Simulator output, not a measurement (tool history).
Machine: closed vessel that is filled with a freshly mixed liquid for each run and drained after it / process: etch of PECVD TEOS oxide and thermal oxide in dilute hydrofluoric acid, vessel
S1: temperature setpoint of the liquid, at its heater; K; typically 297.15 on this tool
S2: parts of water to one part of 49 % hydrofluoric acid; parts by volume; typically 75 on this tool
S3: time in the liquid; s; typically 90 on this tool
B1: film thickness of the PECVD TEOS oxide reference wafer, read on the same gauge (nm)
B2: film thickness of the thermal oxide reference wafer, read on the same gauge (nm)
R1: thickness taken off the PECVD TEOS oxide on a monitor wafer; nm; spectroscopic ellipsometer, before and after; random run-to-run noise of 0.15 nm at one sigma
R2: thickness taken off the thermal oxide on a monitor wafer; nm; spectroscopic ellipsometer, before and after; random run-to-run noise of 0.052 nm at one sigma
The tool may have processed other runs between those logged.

run,hour,S1,S2,S3,B1,B2,R1,R2
1,0.0,297.15,75,90,89.99,39.96,38.29,5.53
2,64.7,297.15,75,90,89.99,40.00,38.25,5.68
3,114.2,294.15,75,90,89.99,40.00,33.98,4.93
4,187.8,294.15,75,90,89.98,39.98,33.74,4.93
5,250.1,297.15,75,35,89.99,40.03,14.95,2.19
6,293.1,297.15,75,90,90.01,39.99,38.59,5.70
7,374.0,293.15,45,60,89.98,39.98,37.49,5.47
8,449.0,300.65,45,110,89.99,39.97,93.98,13.63
# hour 505.6: hydrofluoric acid flow meter replaced
9,584.2,299.15,75,90,89.99,40.06,41.11,6.04
10,665.3,297.15,60,40,90.01,40.02,21.43,3.13
11,768.5,301.15,65,45,89.99,40.02,26.06,3.79
# hour 800.1: gauge calibrated
12,866.2,297.15,75,90,90.02,40.01,38.01,5.71
13,907.1,297.15,75,90,90.02,40.06,37.82,5.62
14,968.5,297.15,75,90,90.01,40.00,38.28,5.64
# hour 990.6: thermometer replaced
15,1004.8,300.15,55,75,90.01,40.00,51.57,7.57
16,1111.7,297.15,75,55,89.99,40.02,23.97,3.58
17,1179.9,297.15,75,90,90.00,39.98,39.19,5.75
# hour 1216.6: hydrofluoric acid flow meter replaced
18,1280.0,292.15,65,40,90.00,40.03,16.10,2.38
19,1318.6,300.65,45,115,89.98,39.98,97.84,14.23
20,1367.3,297.15,85,105,90.03,39.98,39.30,5.71
21,1437.9,297.15,75,90,90.02,40.05,38.56,5.60
22,1518.3,297.15,50,90,90.01,39.95,59.97,8.83
23,1809.2,297.15,75,90,90.02,40.00,38.79,5.70
24,1896.9,297.15,40,75,90.03,40.03,63.24,9.28
25,1996.9,297.15,75,90,89.99,39.95,38.94,5.79
# hour 2082.9: hydrofluoric acid flow meter replaced
26,2092.6,300.65,45,90,89.99,40.00,75.81,11.18
27,2136.4,293.15,65,125,90.02,40.02,51.91,7.70

3 ways to go on from here, each from the tool as it stands after run 27. What would each give?
A,2137.1,301.65,75,90,?,?,?,?
B,2137.1,300.15,100,105,?,?,?,?
C,2137.1,295.15,75,120,?,?,?,?

run,B1,B2,R1,R2
A,89.99,39.99,45.40,6.55
B,89.99,39.99,36.23,5.22
C,89.99,39.99,46.65,6.73
Without the tool's unlogged condition, the same runs would have read:
run,R1,R2
A,45.90,6.62
B,36.62,5.28
C,47.20,6.81
